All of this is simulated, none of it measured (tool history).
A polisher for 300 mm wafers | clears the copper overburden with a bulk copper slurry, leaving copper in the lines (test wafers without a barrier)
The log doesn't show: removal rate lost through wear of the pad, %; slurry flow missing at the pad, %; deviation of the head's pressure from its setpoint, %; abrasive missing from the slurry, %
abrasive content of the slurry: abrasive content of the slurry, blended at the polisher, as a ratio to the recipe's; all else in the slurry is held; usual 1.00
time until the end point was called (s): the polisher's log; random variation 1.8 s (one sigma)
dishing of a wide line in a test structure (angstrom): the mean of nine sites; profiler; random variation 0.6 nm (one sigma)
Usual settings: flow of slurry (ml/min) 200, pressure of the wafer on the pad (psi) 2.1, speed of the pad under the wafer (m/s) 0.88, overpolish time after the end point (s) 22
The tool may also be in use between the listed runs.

run,hour,flow of slurry (ml/min),pressure of the wafer on the pad (psi),speed of the pad under the wafer (m/s),abrasive content of the slurry,overpolish time after the end point (s),wafers since the last listed run,wafers polished on this pad,hours since the slurry nozzle was cleaned,hours since the head pressure was calibrated,hours since the slurry blender was calibrated,"incoming thickness of the incoming film, nm",time until the end point was called (s),dishing of a wide line in a test structure (angstrom)
1,0.0,200,2.1,0.88,1.00,22,0,582,136.6,824.4,89.3,698.5,116.8,314
2,39.7,200,2.1,0.88,1.00,22,256,839,176.3,864.1,129.0,725.8,122.2,298
3,70.3,200,2.1,0.88,1.00,22,197,1036,206.9,894.7,159.6,704.6,119.1,311
4,122.5,200,1.8,0.88,1.00,28,337,1374,259.1,946.9,211.8,719.5,139.4,308
# hour 128.8: slurry blender recalibrated
# hour 136.3: slurry nozzle cleaned
# hour 142.0: worn pad replaced by a new one
5,157.1,200,2.1,1.00,1.00,22,178,97,20.8,981.5,28.3,721.8,104.8,325
6,191.9,200,2.1,1.00,1.00,22,225,322,55.6,1016.3,63.1,711.6,103.1,313
7,235.9,200,2.1,1.00,1.00,22,284,607,99.6,1060.3,107.1,705.9,106.0,323
8,303.0,200,2.6,0.88,1.00,22,433,1041,166.7,1127.4,174.2,714.3,97.3,326
# hour 342.9: head pressure recalibrated
# hour 351.2: worn pad replaced by a new one
9,351.7,200,2.6,0.88,1.00,22,276,3,215.4,8.8,222.9,716.8,98.0,330
# hour 360.6: slurry blender recalibrated
10,387.3,200,2.1,0.88,1.00,30,217,220,251.0,44.4,26.7,717.9,120.9,330
# hour 399.6: slurry nozzle cleaned
11,414.2,200,2.1,0.88,1.00,30,167,388,14.6,71.3,53.6,716.7,119.9,325
12,450.1,200,1.9,0.88,1.00,22,232,620,50.5,107.2,89.5,719.3,131.7,301
13,502.6,200,1.9,0.88,1.00,22,339,959,103.0,159.7,142.0,712.0,132.3,295
14,536.8,140,2.5,0.88,1.15,16,221,1180,137.2,193.9,176.2,726.5,107.9,305
# hour 561.3: worn pad replaced by a new one
# hour 567.2: slurry blender recalibrated
15,596.6,200,2.1,0.88,1.00,22,347,215,197.0,253.7,29.4,709.9,118.0,305
16,652.7,200,2.1,0.88,1.00,22,362,578,253.1,309.8,85.5,712.3,122.4,323
# hour 663.7: slurry nozzle cleaned
17,682.9,200,1.9,0.88,1.00,22,188,767,19.2,340.0,115.7,724.8,137.2,298
18,707.2,155,2.1,0.74,0.90,10,157,924,43.5,364.3,140.0,711.7,148.4,210
19,749.9,200,2.1,0.88,1.00,22,276,1200,86.2,407.0,182.7,709.5,119.7,321
# hour 765.6: slurry blender recalibrated
# hour 792.7: worn pad replaced by a new one
20,795.7,225,2.1,0.88,1.25,17,257,19,132.0,452.8,30.1,714.7,111.3,290
21,854.1,200,2.1,0.88,1.00,15,377,397,190.4,511.2,88.5,725.1,120.7,289
22,880.9,135,2.1,0.88,1.00,22,173,570,217.2,538.0,115.3,720.1,128.4,309
23,924.5,200,2.1,0.88,1.00,14,281,852,260.8,581.6,158.9,701.7,120.6,270
# hour 935.9: slurry nozzle cleaned
24,956.3,200,2.1,1.06,1.10,16,199,1051,20.4,613.4,190.7,723.0,99.6,303
# hour 998.8: slurry blender recalibrated
# hour 999.0: worn pad replaced by a new one
25,1006.5,200,2.1,0.88,1.00,22,310,48,70.6,663.6,7.7,712.7,116.5,313
26,1058.3,200,1.8,0.88,1.00,35,334,383,122.4,715.4,59.5,715.5,141.3,317

Hidden state at the last listed run before each entry between runs and at the first one after, where it differs:
Between runs 4 and 5: slurry blender recalibrated (hour 128.8); slurry nozzle cleaned (hour 136.3); worn pad replaced by a new one (hour 142.0)
  no hidden state differs between the two runs
Between runs 8 and 9: head pressure recalibrated (hour 342.9); worn pad replaced by a new one (hour 351.2)
  no hidden state differs between the two runs
Between runs 9 and 10: slurry blender recalibrated (hour 360.6)
  no hidden state differs between the two runs
Between runs 10 and 11: slurry nozzle cleaned (hour 399.6)
  no hidden state differs between the two runs
Between runs 14 and 15: worn pad replaced by a new one (hour 561.3); slurry blender recalibrated (hour 567.2)
  no hidden state differs between the two runs
Between runs 16 and 17: slurry nozzle cleaned (hour 663.7)
  no hidden state differs between the two runs
Between runs 19 and 20: slurry blender recalibrated (hour 765.6); worn pad replaced by a new one (hour 792.7)
  no hidden state differs between the two runs
Between runs 23 and 24: slurry nozzle cleaned (hour 935.9)
  no hidden state differs between the two runs
Between runs 24 and 25: slurry blender recalibrated (hour 998.8); worn pad replaced by a new one (hour 999.0)
  no hidden state differs between the two runs

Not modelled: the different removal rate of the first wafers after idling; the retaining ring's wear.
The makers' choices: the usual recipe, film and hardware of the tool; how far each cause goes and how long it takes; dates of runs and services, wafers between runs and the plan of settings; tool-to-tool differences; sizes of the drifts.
